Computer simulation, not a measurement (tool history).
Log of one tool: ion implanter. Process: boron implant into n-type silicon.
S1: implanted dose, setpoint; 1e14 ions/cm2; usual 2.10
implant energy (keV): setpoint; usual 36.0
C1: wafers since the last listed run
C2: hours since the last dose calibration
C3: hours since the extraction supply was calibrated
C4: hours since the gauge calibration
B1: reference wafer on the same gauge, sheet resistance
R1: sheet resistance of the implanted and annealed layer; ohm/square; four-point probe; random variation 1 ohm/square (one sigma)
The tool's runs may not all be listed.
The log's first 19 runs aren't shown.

At hour 451.1: gauge calibrated.
Run 20, hour 458.8: usual settings; C1 420; C2 147.8; C3 2419.1; C4 7.7; B1 297.04. Result: R1 365.76 ohm/square.
Run 21, hour 489.9: usual settings but S1 1.54 1e14 ions/cm2, implant energy (keV) 27.0; C1 406; C2 178.9; C3 2450.2; C4 38.8; B1 297.12. Result: R1 476.81 ohm/square.
Run 22, hour 518.7: usual settings but S1 1.80 1e14 ions/cm2; C1 376; C2 207.7; C3 2479.0; C4 67.6; B1 297.23. Result: R1 409.98 ohm/square.
At hour 528.0: extraction supply calibrated.
Run 23, hour 550.8: usual settings but S1 2.49 1e14 ions/cm2, implant energy (keV) 29.5; C1 315; C2 239.8; C3 22.8; C4 99.7; B1 296.97. Result: R1 334.14 ohm/square.
Run 24, hour 574.0: usual settings but implant energy (keV) 31.5; C1 303; C2 263.0; C3 46.0; C4 122.9; B1 297.03. Result: R1 373.80 ohm/square.
Run 25, hour 595.7: usual settings but implant energy (keV) 40.5; C1 283; C2 284.7; C3 67.7; C4 144.6; B1 297.13. Result: R1 362.21 ohm/square.
Run 26, hour 621.7: usual settings; C1 340; C2 310.7; C3 93.7; C4 170.6; B1 296.95. Result: R1 370.96 ohm/square.
Run 27, hour 675.3: usual settings but S1 1.73 1e14 ions/cm2, implant energy (keV) 45.5; C1 701; C2 364.3; C3 147.3; C4 224.2; B1 297.10. Result: R1 406.65 ohm/square.
Run 28, hour 695.1: usual settings; C1 259; C2 384.1; C3 167.1; C4 244.0; B1 296.83. Result: R1 369.13 ohm/square.
Run 29, hour 707.3: usual settings but S1 1.67 1e14 ions/cm2, implant energy (keV) 42.5; C1 159; C2 396.3; C3 179.3; C4 256.2; B1 297.02. Result: R1 422.31 ohm/square.
Run 30, hour 730.4: usual settings but S1 2.71 1e14 ions/cm2, implant energy (keV) 40.0; C1 302; C2 419.4; C3 202.4; C4 279.3; B1 296.93. Result: R1 304.97 ohm/square.
Run 31, hour 749.8: usual settings but implant energy (keV) 45.5; C1 253; C2 438.8; C3 221.8; C4 298.7; B1 296.91. Result: R1 355.60 ohm/square.
Run 32, hour 780.5: usual settings; C1 401; C2 469.5; C3 252.5; C4 329.4; B1 297.09. Result: R1 370.89 ohm/square.
Run 33, hour 845.3: usual settings but S1 2.45 1e14 ions/cm2, implant energy (keV) 27.0; C1 847; C2 534.3; C3 317.3; C4 394.2; B1 296.92. Result: R1 342.31 ohm/square.

Forecast each of these 3 alternatives for the next run:
Run A, hour 845.7: usual settings; C1 5; C2 534.7; C3 317.7; C4 394.6; B1 ?. Result: R1 ?.
Run B, hour 845.7: usual settings but S1 2.31 1e14 ions/cm2, implant energy (keV) 31.5; C1 5; C2 534.7; C3 317.7; C4 394.6; B1 ?. Result: R1 ?.
Run C, hour 845.7: usual settings but S1 1.68 1e14 ions/cm2, implant energy (keV) 24.5; C1 5; C2 534.7; C3 317.7; C4 394.6; B1 ?. Result: R1 ?.

run      B1      R1
  A  296.94  370.51
  B  296.94  352.30
  C  296.94  459.75
Without the tool's hidden state the same runs would have given:
run      R1
  A  369.12
  B  350.94
  C  457.94
